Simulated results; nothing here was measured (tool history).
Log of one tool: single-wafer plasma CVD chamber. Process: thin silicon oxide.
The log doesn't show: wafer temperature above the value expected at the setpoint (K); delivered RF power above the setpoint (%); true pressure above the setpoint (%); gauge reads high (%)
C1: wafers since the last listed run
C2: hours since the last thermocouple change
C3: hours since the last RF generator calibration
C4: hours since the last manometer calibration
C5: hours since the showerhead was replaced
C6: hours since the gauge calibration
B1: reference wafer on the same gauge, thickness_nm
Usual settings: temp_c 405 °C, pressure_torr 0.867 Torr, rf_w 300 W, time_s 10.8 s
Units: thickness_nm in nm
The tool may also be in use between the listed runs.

run 1 day=0 | temp_c=405 pressure_torr=0.867 rf_w=300 time_s=9.9 | C1=0 C2=1217.9 C3=2084.3 C4=47.2 C5=4752.2 C6=70.1 | B1=27.504 | thickness_nm=21.334
run 2 day=0.633 | temp_c=405 pressure_torr=0.867 rf_w=300 time_s=10.8 | C1=520 C2=1233.1 C3=2099.5 C4=62.4 C5=4767.4 C6=85.3 | B1=27.51 | thickness_nm=23.377
-- day=1.104 showerhead replaced
run 3 day=1.125 | temp_c=405 pressure_torr=0.867 rf_w=300 time_s=10.8 | C1=130 C2=1244.9 C3=2111.3 C4=74.2 C5=0.5 C6=97.1 | B1=27.504 | thickness_nm=23.357
run 4 day=1.579 | temp_c=395 pressure_torr=0.867 rf_w=300 time_s=10.8 | C1=373 C2=1255.8 C3=2122.2 C4=85.1 C5=11.4 C6=108 | B1=27.496 | thickness_nm=23.508
run 5 day=2.283 | temp_c=419 pressure_torr=1.041 rf_w=300 time_s=10.8 | C1=578 C2=1272.7 C3=2139.1 C4=102 C5=28.3 C6=124.9 | B1=27.506 | thickness_nm=26.998
run 6 day=2.9 | temp_c=405 pressure_torr=0.867 rf_w=300 time_s=10.8 | C1=506 C2=1287.5 C3=2153.9 C4=116.8 C5=43.1 C6=139.7 | B1=27.494 | thickness_nm=23.371
run 7 day=3.617 | temp_c=401 pressure_torr=0.663 rf_w=345 time_s=10.8 | C1=588 C2=1304.7 C3=2171.1 C4=134 C5=60.3 C6=156.9 | B1=27.512 | thickness_nm=18.229
run 8 day=3.983 | temp_c=405 pressure_torr=0.867 rf_w=300 time_s=10.8 | C1=301 C2=1313.5 C3=2179.9 C4=142.8 C5=69.1 C6=165.7 | B1=27.515 | thickness_nm=23.176
run 9 day=5.342 | temp_c=405 pressure_torr=0.867 rf_w=300 time_s=10.8 | C1=1115 C2=1346.1 C3=2212.5 C4=175.4 C5=101.7 C6=198.3 | B1=27.493 | thickness_nm=23.284
run 10 day=5.742 | temp_c=405 pressure_torr=0.867 rf_w=300 time_s=10.8 | C1=328 C2=1355.7 C3=2222.1 C4=185 C5=111.3 C6=207.9 | B1=27.503 | thickness_nm=23.4
run 11 day=6.488 | temp_c=405 pressure_torr=0.974 rf_w=345 time_s=10.8 | C1=612 C2=1373.6 C3=2240 C4=202.9 C5=129.2 C6=225.8 | B1=27.493 | thickness_nm=27.582
-- day=6.954 thermocouple changed; heater temperature recalibrated
run 12 day=6.975 | temp_c=405 pressure_torr=0.927 rf_w=300 time_s=9.2 | C1=126 C2=0.5 C3=2251.7 C4=214.6 C5=140.9 C6=237.5 | B1=27.481 | thickness_nm=21.157
run 13 day=7.358 | temp_c=405 pressure_torr=0.867 rf_w=335 time_s=10.8 | C1=314 C2=9.7 C3=2260.9 C4=223.8 C5=150.1 C6=246.7 | B1=27.485 | thickness_nm=24.278
run 14 day=8.054 | temp_c=405 pressure_torr=0.867 rf_w=265 time_s=10.8 | C1=571 C2=26.4 C3=2277.6 C4=240.5 C5=166.8 C6=263.4 | B1=27.502 | thickness_nm=22.022
run 15 day=8.696 | temp_c=400 pressure_torr=0.867 rf_w=330 time_s=10.8 | C1=527 C2=41.8 C3=2293 C4=255.9 C5=182.2 C6=278.8 | B1=27.503 | thickness_nm=24.322
run 16 day=9.217 | temp_c=405 pressure_torr=0.867 rf_w=300 time_s=10.8 | C1=427 C2=54.3 C3=2305.5 C4=268.4 C5=194.7 C6=291.3 | B1=27.501 | thickness_nm=23.263
run 17 day=9.733 | temp_c=405 pressure_torr=0.956 rf_w=300 time_s=8.7 | C1=424 C2=66.7 C3=2317.9 C4=280.8 C5=207.1 C6=303.7 | B1=27.507 | thickness_nm=20.679
-- day=10.1 RF generator calibrated
run 18 day=10.271 | temp_c=405 pressure_torr=0.867 rf_w=345 time_s=10.8 | C1=167 C2=79.6 C3=4.1 C4=293.7 C5=220 C6=316.6 | B1=27.496 | thickness_nm=24.629
run 19 day=11.3 | temp_c=405 pressure_torr=0.867 rf_w=300 time_s=10.8 | C1=845 C2=104.3 C3=28.8 C4=318.4 C5=244.7 C6=341.3 | B1=27.501 | thickness_nm=23.329
run 20 day=11.796 | temp_c=405 pressure_torr=0.708 rf_w=300 time_s=11.9 | C1=407 C2=116.2 C3=40.7 C4=330.3 C5=256.6 C6=353.2 | B1=27.501 | thickness_nm=20.547
run 21 day=12.196 | temp_c=410 pressure_torr=0.952 rf_w=300 time_s=10.8 | C1=328 C2=125.8 C3=50.3 C4=339.9 C5=266.2 C6=362.8 | B1=27.504 | thickness_nm=25.408
run 22 day=12.45 | temp_c=405 pressure_torr=0.867 rf_w=300 time_s=10.8 | C1=208 C2=131.9 C3=56.4 C4=346 C5=272.3 C6=368.9 | B1=27.5 | thickness_nm=23.341
run 23 day=12.883 | temp_c=405 pressure_torr=0.789 rf_w=325 time_s=10.8 | C1=355 C2=142.3 C3=66.8 C4=356.4 C5=282.7 C6=379.3 | B1=27.502 | thickness_nm=21.83
run 24 day=14.004 | temp_c=397 pressure_torr=0.961 rf_w=265 time_s=12.9 | C1=920 C2=169.2 C3=93.7 C4=383.3 C5=309.6 C6=406.2 | B1=27.499 | thickness_nm=29.209
run 25 day=14.483 | temp_c=397 pressure_torr=0.867 rf_w=300 time_s=12.9 | C1=393 C2=180.7 C3=105.2 C4=394.8 C5=321.1 C6=417.7 | B1=27.494 | thickness_nm=28.016
run 26 day=15.067 | temp_c=405 pressure_torr=0.867 rf_w=300 time_s=10.8 | C1=479 C2=194.7 C3=119.2 C4=408.8 C5=335.1 C6=431.7 | B1=27.488 | thickness_nm=23.377
run 27 day=15.392 | temp_c=405 pressure_torr=0.867 rf_w=300 time_s=10.8 | C1=266 C2=202.5 C3=127 C4=416.6 C5=342.9 C6=439.5 | B1=27.49 | thickness_nm=23.26
run 28 day=15.796 | temp_c=405 pressure_torr=0.775 rf_w=300 time_s=10.8 | C1=331 C2=212.2 C3=136.7 C4=426.3 C5=352.6 C6=449.2 | B1=27.489 | thickness_nm=20.743

Forecast each of these 5 alternatives for the next run:
run A day=15.812 | temp_c=405 pressure_torr=0.867 rf_w=300 time_s=10.8 | C1=13 C2=212.6 C3=137.1 C4=426.7 C5=353 C6=449.6 | B1=? | thickness_nm=?
run B day=15.812 | temp_c=409 pressure_torr=0.678 rf_w=280 time_s=12.1 | C1=13 C2=212.6 C3=137.1 C4=426.7 C5=353 C6=449.6 | B1=? | thickness_nm=?
run C day=15.812 | temp_c=400 pressure_torr=0.668 rf_w=325 time_s=9.5 | C1=13 C2=212.6 C3=137.1 C4=426.7 C5=353 C6=449.6 | B1=? | thickness_nm=?
run D day=15.812 | temp_c=405 pressure_torr=0.867 rf_w=250 time_s=9.2 | C1=13 C2=212.6 C3=137.1 C4=426.7 C5=353 C6=449.6 | B1=? | thickness_nm=?
run E day=15.812 | temp_c=405 pressure_torr=0.867 rf_w=265 time_s=12.3 | C1=13 C2=212.6 C3=137.1 C4=426.7 C5=353 C6=449.6 | B1=? | thickness_nm=?

run=A B1=27.489 thickness_nm=23.263
run=B B1=27.489 thickness_nm=19.011
run=C B1=27.489 thickness_nm=15.709
run=D B1=27.489 thickness_nm=18.266
run=E B1=27.489 thickness_nm=25.067
Without the tool's hidden state the same runs would have given:
run=A thickness_nm=23.263
run=B thickness_nm=19.011
run=C thickness_nm=15.709
run=D thickness_nm=18.266
run=E thickness_nm=25.067
